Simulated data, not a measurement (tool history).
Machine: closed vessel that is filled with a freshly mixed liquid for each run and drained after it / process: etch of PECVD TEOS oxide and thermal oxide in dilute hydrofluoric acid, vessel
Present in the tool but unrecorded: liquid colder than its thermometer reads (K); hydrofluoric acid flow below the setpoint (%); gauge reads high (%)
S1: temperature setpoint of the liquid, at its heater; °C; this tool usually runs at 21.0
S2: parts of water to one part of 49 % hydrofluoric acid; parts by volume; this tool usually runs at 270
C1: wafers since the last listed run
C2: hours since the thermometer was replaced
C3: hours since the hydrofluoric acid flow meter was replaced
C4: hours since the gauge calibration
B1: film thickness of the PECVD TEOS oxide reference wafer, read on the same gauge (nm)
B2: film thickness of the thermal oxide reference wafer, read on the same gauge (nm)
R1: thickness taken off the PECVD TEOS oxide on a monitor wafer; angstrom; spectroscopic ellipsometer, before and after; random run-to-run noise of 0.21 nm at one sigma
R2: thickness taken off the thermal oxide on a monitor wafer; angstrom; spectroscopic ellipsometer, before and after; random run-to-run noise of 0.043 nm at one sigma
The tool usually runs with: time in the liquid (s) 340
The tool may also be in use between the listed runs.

Run 1, hour 0.0: usual settings but S1 19.0 °C; C1 0; C2 1100.3; C3 490.7; C4 677.3; B1 60.00; B2 109.988. Result: R1 191.7 angstrom, R2 44.73 angstrom.
Run 2, hour 61.0: usual settings; C1 3600; C2 1161.3; C3 551.7; C4 738.3; B1 60.05; B2 110.004. Result: R1 203.6 angstrom, R2 46.93 angstrom.
At hour 84.7: gauge calibrated.
Run 3, hour 118.7: usual settings; C1 3405; C2 1219.0; C3 609.4; C4 34.0; B1 60.01; B2 110.010. Result: R1 204.8 angstrom, R2 48.36 angstrom.
Run 4, hour 173.5: usual settings; C1 3234; C2 1273.8; C3 664.2; C4 88.8; B1 60.04; B2 110.000. Result: R1 203.4 angstrom, R2 47.97 angstrom.
Run 5, hour 215.6: usual settings but time in the liquid (s) 275; C1 2484; C2 1315.9; C3 706.3; C4 130.9; B1 60.00; B2 110.006. Result: R1 163.8 angstrom, R2 37.98 angstrom.
Run 6, hour 387.5: usual settings; C1 10145; C2 1487.8; C3 878.2; C4 302.8; B1 59.98; B2 110.008. Result: R1 202.9 angstrom, R2 46.64 angstrom.
Run 7, hour 424.0: usual settings; C1 2154; C2 1524.3; C3 914.7; C4 339.3; B1 60.03; B2 110.003. Result: R1 201.0 angstrom, R2 46.15 angstrom.
Run 8, hour 470.2: usual settings; C1 2726; C2 1570.5; C3 960.9; C4 385.5; B1 60.00; B2 109.988. Result: R1 197.7 angstrom, R2 46.47 angstrom.
Run 9, hour 494.5: usual settings; C1 1434; C2 1594.8; C3 985.2; C4 409.8; B1 60.05; B2 109.990. Result: R1 199.1 angstrom, R2 47.13 angstrom.
Run 10, hour 557.3: usual settings but S2 310 parts by volume; C1 3706; C2 1657.6; C3 1048.0; C4 472.6; B1 60.02; B2 109.984. Result: R1 167.9 angstrom, R2 39.07 angstrom.
Run 11, hour 611.0: usual settings; C1 3169; C2 1711.3; C3 1101.7; C4 526.3; B1 59.98; B2 109.982. Result: R1 195.8 angstrom, R2 45.55 angstrom.
Run 12, hour 646.3: usual settings; C1 2083; C2 1746.6; C3 1137.0; C4 561.6; B1 60.02; B2 110.000. Result: R1 194.5 angstrom, R2 45.97 angstrom.
Run 13, hour 687.2: usual settings; C1 2413; C2 1787.5; C3 1177.9; C4 602.5; B1 59.97; B2 110.003. Result: R1 200.1 angstrom, R2 46.47 angstrom.
Run 14, hour 748.0: usual settings but S2 360 parts by volume, time in the liquid (s) 505; C1 3588; C2 1848.3; C3 1238.7; C4 663.3; B1 60.00; B2 110.003. Result: R1 201.2 angstrom, R2 47.25 angstrom.
Run 15, hour 796.4: usual settings; C1 2856; C2 1896.7; C3 1287.1; C4 711.7; B1 60.01; B2 109.997. Result: R1 197.5 angstrom, R2 46.36 angstrom.
Run 16, hour 839.9: usual settings but S1 24.0 °C; C1 2567; C2 1940.2; C3 1330.6; C4 755.2; B1 59.96; B2 109.995. Result: R1 216.8 angstrom, R2 50.14 angstrom.
Run 17, hour 903.9: usual settings; C1 3777; C2 2004.2; C3 1394.6; C4 819.2; B1 60.02; B2 109.988. Result: R1 193.7 angstrom, R2 45.56 angstrom.
At hour 920.7: thermometer replaced.
At hour 923.7: hydrofluoric acid flow meter replaced.
At hour 933.7: gauge calibrated.
Run 18, hour 944.5: usual settings but S1 26.0 °C, S2 375 parts by volume, time in the liquid (s) 250; C1 2278; C2 23.8; C3 20.8; C4 10.8; B1 60.00; B2 110.008. Result: R1 119.4 angstrom, R2 27.80 angstrom.
Run 19, hour 980.0: usual settings but S1 25.0 °C, S2 345 parts by volume; C1 2095; C2 59.3; C3 56.3; C4 46.3; B1 59.97; B2 109.998. Result: R1 174.2 angstrom, R2 41.21 angstrom.
Run 20, hour 1043.7: usual settings but time in the liquid (s) 135; C1 3759; C2 123.0; C3 120.0; C4 110.0; B1 60.01; B2 110.006. Result: R1 82.9 angstrom, R2 19.16 angstrom.
Run 21, hour 1095.2: usual settings but S1 24.5 °C, S2 325 parts by volume; C1 3039; C2 174.5; C3 171.5; C4 161.5; B1 59.97; B2 110.022. Result: R1 187.0 angstrom, R2 43.10 angstrom.
Run 22, hour 1146.9: usual settings but S1 17.5 °C, S2 340 parts by volume; C1 3051; C2 226.2; C3 223.2; C4 213.2; B1 60.03; B2 109.976. Result: R1 136.5 angstrom, R2 31.53 angstrom.
Run 23, hour 1209.0: usual settings but S2 140 parts by volume, time in the liquid (s) 500; C1 3665; C2 288.3; C3 285.3; C4 275.3; B1 60.03; B2 109.995. Result: R1 671.7 angstrom, R2 154.30 angstrom.
Run 24, hour 1252.1: usual settings but S1 17.0 °C; C1 2543; C2 331.4; C3 328.4; C4 318.4; B1 60.00; B2 110.019. Result: R1 178.9 angstrom, R2 41.51 angstrom.
Run 25, hour 1297.3: usual settings but S1 17.0 °C, time in the liquid (s) 420; C1 2667; C2 376.6; C3 373.6; C4 363.6; B1 59.95; B2 109.995. Result: R1 221.1 angstrom, R2 51.14 angstrom.

How the hidden state differs across the entries between the runs, from the last listed run before each to the first after it:
In the gap between runs 2 and 3: gauge calibrated (hour 84.7)
  hydrofluoric acid flow below the setpoint (%): 2.59 -> 2.85
  measured value less the no-hidden-state value, R1: -6.9 -> -7.6 angstrom; R2: -1.57 -> -1.78 angstrom
In the gap between runs 17 and 18: thermometer replaced (hour 920.7); hydrofluoric acid flow meter replaced (hour 923.7); gauge calibrated (hour 933.7)
  hydrofluoric acid flow below the setpoint (%): 6.33 -> 0.691
  measured value less the no-hidden-state value, R1: -16.6 -> -1.1 angstrom; R2: -3.91 -> -0.26 angstrom
